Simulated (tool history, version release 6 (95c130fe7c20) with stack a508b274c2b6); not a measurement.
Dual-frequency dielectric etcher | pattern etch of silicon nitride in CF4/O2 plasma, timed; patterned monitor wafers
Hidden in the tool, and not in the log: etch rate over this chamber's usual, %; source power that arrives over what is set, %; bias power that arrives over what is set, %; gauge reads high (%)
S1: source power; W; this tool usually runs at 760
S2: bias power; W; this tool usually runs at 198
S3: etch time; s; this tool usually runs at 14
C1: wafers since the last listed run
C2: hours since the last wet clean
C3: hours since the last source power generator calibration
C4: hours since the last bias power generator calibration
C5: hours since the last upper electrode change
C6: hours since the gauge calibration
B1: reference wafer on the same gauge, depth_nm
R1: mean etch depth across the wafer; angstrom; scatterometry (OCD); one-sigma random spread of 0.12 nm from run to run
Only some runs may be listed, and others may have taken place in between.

Run 1, hour 0: usual settings; C1 0; C2 358.1; C3 2788; C4 1366.4; C5 5545.3; C6 863.4; B1 46.41. Result: R1 422.9 angstrom.
Run 2, hour 60.9: usual settings; C1 738; C2 419; C3 2848.9; C4 1427.3; C5 5606.2; C6 924.3; B1 46.4. Result: R1 421.5 angstrom.
Run 3, hour 90.7: usual settings; C1 361; C2 448.8; C3 2878.7; C4 1457.1; C5 5636; C6 954.1; B1 46.4. Result: R1 423.7 angstrom.
Run 4, hour 130.3: usual settings but S1 690 W; C1 479; C2 488.4; C3 2918.3; C4 1496.7; C5 5675.6; C6 993.7; B1 46.39. Result: R1 383.5 angstrom.
Run 5, hour 197.9: usual settings but S1 690 W; C1 819; C2 556; C3 2985.9; C4 1564.3; C5 5743.2; C6 1061.3; B1 46.41. Result: R1 382.9 angstrom.
Run 6, hour 261.6: usual settings; C1 771; C2 619.7; C3 3049.6; C4 1628; C5 5806.9; C6 1125; B1 46.41. Result: R1 419.5 angstrom.
At hour 298.9: wet clean of the chamber.
Run 7, hour 329.2: usual settings but S3 15 s; C1 528; C2 30.3; C3 3117.2; C4 1695.6; C5 5874.5; C6 1192.6; B1 46.4. Result: R1 448.9 angstrom.
Run 8, hour 368.9: usual settings but S3 15 s; C1 481; C2 70; C3 3156.9; C4 1735.3; C5 5914.2; C6 1232.3; B1 46.37. Result: R1 448.1 angstrom.
Run 9, hour 424.8: usual settings but S3 15 s; C1 677; C2 125.9; C3 3212.8; C4 1791.2; C5 5970.1; C6 1288.2; B1 46.37. Result: R1 445.7 angstrom.
Run 10, hour 454: usual settings but S2 183 W; C1 353; C2 155.1; C3 3242; C4 1820.4; C5 5999.3; C6 1317.4; B1 46.4. Result: R1 403 angstrom.
At hour 462: source power generator calibrated.
Run 11, hour 501.3: usual settings; C1 524; C2 202.4; C3 39.3; C4 1867.7; C5 6046.6; C6 1364.7; B1 46.39. Result: R1 438.5 angstrom.
Run 12, hour 538.2: usual settings; C1 447; C2 239.3; C3 76.2; C4 1904.6; C5 6083.5; C6 1401.6; B1 46.4. Result: R1 440.1 angstrom.
Run 13, hour 580: usual settings but S1 940 W; C1 506; C2 281.1; C3 118; C4 1946.4; C5 6125.3; C6 1443.4; B1 46.43. Result: R1 535.2 angstrom.
Run 14, hour 624.6: usual settings but S2 175 W; C1 540; C2 325.7; C3 162.6; C4 1991; C5 6169.9; C6 1488; B1 46.44. Result: R1 416.9 angstrom.
Run 15, hour 662.9: usual settings; C1 464; C2 364; C3 200.9; C4 2029.3; C5 6208.2; C6 1526.3; B1 46.39. Result: R1 437.6 angstrom.
Run 16, hour 709.6: usual settings but S3 11 s; C1 565; C2 410.7; C3 247.6; C4 2076; C5 6254.9; C6 1573; B1 46.4. Result: R1 343.5 angstrom.
At hour 737: upper electrode replaced.
Run 17, hour 737.5: usual settings; C1 47; C2 438.6; C3 275.5; C4 2103.9; C5 0.5; C6 1600.9; B1 46.43. Result: R1 437.7 angstrom.
Run 18, hour 782: usual settings but S1 860 W, S2 164 W, S3 12 s; C1 539; C2 483.1; C3 320; C4 2148.4; C5 45; C6 1645.4; B1 46.4. Result: R1 392.2 angstrom.
At hour 804.8: gauge calibrated.
At hour 807.3: bias power generator calibrated.
Run 19, hour 833.4: usual settings but S1 680 W, S2 234 W, S3 11 s; C1 574; C2 534.5; C3 371.4; C4 26.1; C5 96.4; C6 28.6; B1 46.4. Result: R1 330.1 angstrom.
Run 20, hour 880.2: usual settings but S2 188 W; C1 567; C2 581.3; C3 418.2; C4 72.9; C5 143.2; C6 75.4; B1 46.38. Result: R1 430 angstrom.
At hour 913.2: wet clean of the chamber.
Run 21, hour 930.9: usual settings but S1 710 W; C1 323; C2 17.7; C3 468.9; C4 123.6; C5 193.9; C6 126.1; B1 46.37. Result: R1 409.3 angstrom.
Run 22, hour 955.2: usual settings but S1 950 W, S2 152 W, S3 17 s; C1 294; C2 42; C3 493.2; C4 147.9; C5 218.2; C6 150.4; B1 46.4. Result: R1 597.2 angstrom.
Run 23, hour 1014.9: usual settings; C1 723; C2 101.7; C3 552.9; C4 207.6; C5 277.9; C6 210.1; B1 46.37. Result: R1 436.6 angstrom.
Run 24, hour 1056.3: usual settings but S1 700 W, S2 221 W, S3 15.5 s; C1 501; C2 143.1; C3 594.3; C4 249; C5 319.3; C6 251.5; B1 46.45. Result: R1 466.9 angstrom.
Run 25, hour 1128.3: usual settings but S2 184 W; C1 872; C2 215.1; C3 666.3; C4 321; C5 391.3; C6 323.5; B1 46.43. Result: R1 424.5 angstrom.
Run 26, hour 1170.1: usual settings but S1 940 W, S2 167 W, S3 16.5 s; C1 506; C2 256.9; C3 708.1; C4 362.8; C5 433.1; C6 365.3; B1 46.35. Result: R1 590.5 angstrom.
Run 27, hour 1215.5: usual settings but S1 700 W, S3 11.5 s; C1 550; C2 302.3; C3 753.5; C4 408.2; C5 478.5; C6 410.7; B1 46.38. Result: R1 331.1 angstrom.
Run 28, hour 1242.1: usual settings but S3 17 s; C1 322; C2 328.9; C3 780.1; C4 434.8; C5 505.1; C6 437.3; B1 46.38. Result: R1 533 angstrom.
Run 29, hour 1306.3: usual settings but S3 10 s; C1 778; C2 393.1; C3 844.3; C4 499; C5 569.3; C6 501.5; B1 46.36. Result: R1 312 angstrom.
Run 30, hour 1353.3: usual settings but S1 660 W, S2 149 W; C1 569; C2 440.1; C3 891.3; C4 546; C5 616.3; C6 548.5; B1 46.37. Result: R1 340 angstrom.
Run 31, hour 1420.2: usual settings but S1 910 W, S2 243 W, S3 13 s; C1 810; C2 507; C3 958.2; C4 612.9; C5 683.2; C6 615.4; B1 46.46. Result: R1 520.5 angstrom.

3 options for the next run, each taken on its own from the tool as it stands now. Forecast them:
Run A, hour 1420.6: usual settings; C1 4; C2 507.4; C3 958.6; C4 613.3; C5 683.6; C6 615.8; B1 ?. Result: R1 ?.
Run B, hour 1420.6: usual settings but S1 820 W, S2 234 W, S3 17 s; C1 4; C2 507.4; C3 958.6; C4 613.3; C5 683.6; C6 615.8; B1 ?. Result: R1 ?.
Run C, hour 1420.6: usual settings but S1 700 W, S2 182 W; C1 4; C2 507.4; C3 958.6; C4 613.3; C5 683.6; C6 615.8; B1 ?. Result: R1 ?.

run     B1     R1
  A  46.37  437.1
  B  46.37  609.7
  C  46.37  390.6
What these runs would have given with no unlogged condition in the tool:
run     R1
  A  443.7
  B  618.9
  C  396.5

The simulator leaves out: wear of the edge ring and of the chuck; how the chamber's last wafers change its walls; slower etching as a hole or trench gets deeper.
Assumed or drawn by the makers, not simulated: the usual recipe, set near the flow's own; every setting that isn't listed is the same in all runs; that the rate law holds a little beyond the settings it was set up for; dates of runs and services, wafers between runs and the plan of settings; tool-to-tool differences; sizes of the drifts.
